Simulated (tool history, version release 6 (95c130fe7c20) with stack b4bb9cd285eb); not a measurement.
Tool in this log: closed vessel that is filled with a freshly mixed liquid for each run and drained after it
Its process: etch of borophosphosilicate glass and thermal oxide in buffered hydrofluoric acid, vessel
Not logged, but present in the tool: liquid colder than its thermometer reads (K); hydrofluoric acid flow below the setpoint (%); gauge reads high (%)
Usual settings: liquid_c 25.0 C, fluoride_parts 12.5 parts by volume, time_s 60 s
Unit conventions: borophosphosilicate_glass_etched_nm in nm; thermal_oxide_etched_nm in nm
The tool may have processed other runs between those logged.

| run | hour | liquid_c | fluoride_parts | time_s | wafers since the last listed run | hours since the thermometer was replaced | hours since the hydrofluoric acid flow meter was replaced | hours since the gauge calibration | read-back film thickness of the borophosphosilicate glass reference wafer, read on the same gauge (nm) | read-back film thickness of the thermal oxide reference wafer, read on the same gauge (nm) | borophosphosilicate_glass_etched_nm | thermal_oxide_etched_nm |
|---|---|---|---|---|---|---|---|---|---|---|---|---|
| 1 | 0.0 | 25.0 | 9.5 | 60 | 0 | 91.9 | 608.4 | 767.9 | 89.99 | 29.97 | 165.84 | 67.29 |
| 2 | 28.5 | 25.0 | 9.5 | 60 | 2980 | 120.4 | 636.9 | 796.4 | 89.99 | 30.01 | 168.12 | 65.85 |
| 3 | 72.1 | 25.0 | 9.5 | 60 | 4560 | 164.0 | 680.5 | 840.0 | 90.01 | 30.01 | 164.90 | 65.43 |
| 4 | 111.8 | 25.0 | 12.5 | 60 | 4152 | 203.7 | 720.2 | 879.7 | 89.98 | 30.00 | 126.20 | 50.26 |
|  | 180.2 | hydrofluoric acid flow meter replaced |
| 5 | 274.7 | 25.0 | 12.5 | 60 | 16933 | 366.6 | 94.5 | 1042.6 | 90.00 | 29.98 | 131.11 | 53.24 |
| 6 | 344.8 | 26.0 | 12.5 | 60 | 7331 | 436.7 | 164.6 | 1112.7 | 90.01 | 29.98 | 141.49 | 57.44 |
| 7 | 399.1 | 25.0 | 12.5 | 60 | 5679 | 491.0 | 218.9 | 1167.0 | 90.02 | 30.00 | 132.74 | 53.81 |
| 8 | 450.9 | 25.0 | 17.5 | 50 | 5417 | 542.8 | 270.7 | 1218.8 | 89.98 | 30.01 | 80.07 | 32.02 |
| 9 | 497.9 | 28.0 | 12.5 | 60 | 4915 | 589.8 | 317.7 | 1265.8 | 90.00 | 29.98 | 154.99 | 62.19 |
| 10 | 547.4 | 23.0 | 14.5 | 35 | 5177 | 639.3 | 367.2 | 1315.3 | 89.99 | 29.99 | 58.30 | 24.14 |
|  | 563.7 | gauge calibrated |
| 11 | 572.4 | 25.0 | 12.5 | 70 | 2614 | 664.3 | 392.2 | 8.7 | 90.02 | 30.00 | 153.25 | 61.36 |
| 12 | 608.7 | 25.0 | 12.5 | 60 | 3796 | 700.6 | 428.5 | 45.0 | 90.00 | 30.00 | 128.77 | 52.22 |
|  | 637.9 | thermometer replaced |
| 13 | 674.0 | 20.5 | 17.0 | 45 | 6725 | 36.1 | 493.8 | 110.3 | 90.02 | 30.03 | 56.96 | 22.21 |
| 14 | 828.0 | 25.0 | 12.5 | 60 | 16106 | 190.1 | 647.8 | 264.3 | 90.00 | 30.01 | 126.58 | 52.18 |
| 15 | 1040.8 | 22.0 | 14.5 | 75 | 22256 | 402.9 | 860.6 | 477.1 | 90.02 | 29.99 | 112.84 | 46.57 |
|  | 1079.7 | hydrofluoric acid flow meter replaced |
| 16 | 1095.1 | 25.0 | 12.5 | 60 | 5574 | 457.2 | 15.4 | 531.4 | 90.02 | 30.01 | 136.95 | 54.63 |
| 17 | 1140.8 | 25.0 | 12.5 | 60 | 4779 | 502.9 | 61.1 | 577.1 | 90.00 | 30.00 | 135.75 | 54.58 |
| 18 | 1211.6 | 25.0 | 12.5 | 60 | 7405 | 573.7 | 131.9 | 647.9 | 90.01 | 30.02 | 135.94 | 54.05 |
| 19 | 1242.4 | 25.0 | 12.5 | 80 | 3221 | 604.5 | 162.7 | 678.7 | 89.98 | 29.97 | 179.73 | 72.29 |
|  | 1301.2 | thermometer replaced |
| 20 | 1396.7 | 25.0 | 12.5 | 60 | 16033 | 95.5 | 317.0 | 833.0 | 89.98 | 30.00 | 131.80 | 53.66 |
| 21 | 1440.9 | 29.0 | 15.5 | 50 | 4622 | 139.7 | 361.2 | 877.2 | 90.02 | 30.02 | 110.86 | 43.84 |
| 22 | 1488.7 | 29.5 | 12.5 | 60 | 4999 | 187.5 | 409.0 | 925.0 | 89.98 | 29.98 | 165.52 | 66.86 |
| 23 | 1533.7 | 29.5 | 11.0 | 45 | 4706 | 232.5 | 454.0 | 970.0 | 90.02 | 29.96 | 142.48 | 56.95 |
| 24 | 1571.9 | 28.5 | 8.0 | 30 | 3995 | 270.7 | 492.2 | 1008.2 | 90.01 | 30.01 | 121.37 | 47.67 |
| 25 | 1628.5 | 23.0 | 14.5 | 35 | 5919 | 327.3 | 548.8 | 1064.8 | 90.02 | 30.01 | 59.21 | 23.56 |
| 26 | 1657.7 | 28.5 | 14.0 | 95 | 3054 | 356.5 | 578.0 | 1094.0 | 89.97 | 30.00 | 222.69 | 89.85 |

Some steps in borophosphosilicate_glass_etched_nm between neighbouring runs. How much of each would the tool show without its hidden state too (settings, what came in, random variation), and how much is left for the hidden state, with any gauge scatter that isn't in both results?
Run 9 -> 10: liquid_c 28.0 -> 23.0, fluoride_parts 12.5 -> 14.5, time_s 60 -> 35. borophosphosilicate_glass_etched_nm -96.69 nm: hidden state +3.66, all else -100.35.
Run 15 -> 16: liquid_c 22.0 -> 25.0, fluoride_parts 14.5 -> 12.5, time_s 75 -> 60, hydrofluoric acid flow meter replaced. borophosphosilicate_glass_etched_nm +24.11 nm: hidden state +10.20, all else +13.91.
Run 25 -> 26: liquid_c 23.0 -> 28.5, fluoride_parts 14.5 -> 14.0, time_s 35 -> 95. borophosphosilicate_glass_etched_nm +163.48 nm: hidden state -9.51, all else +172.99.
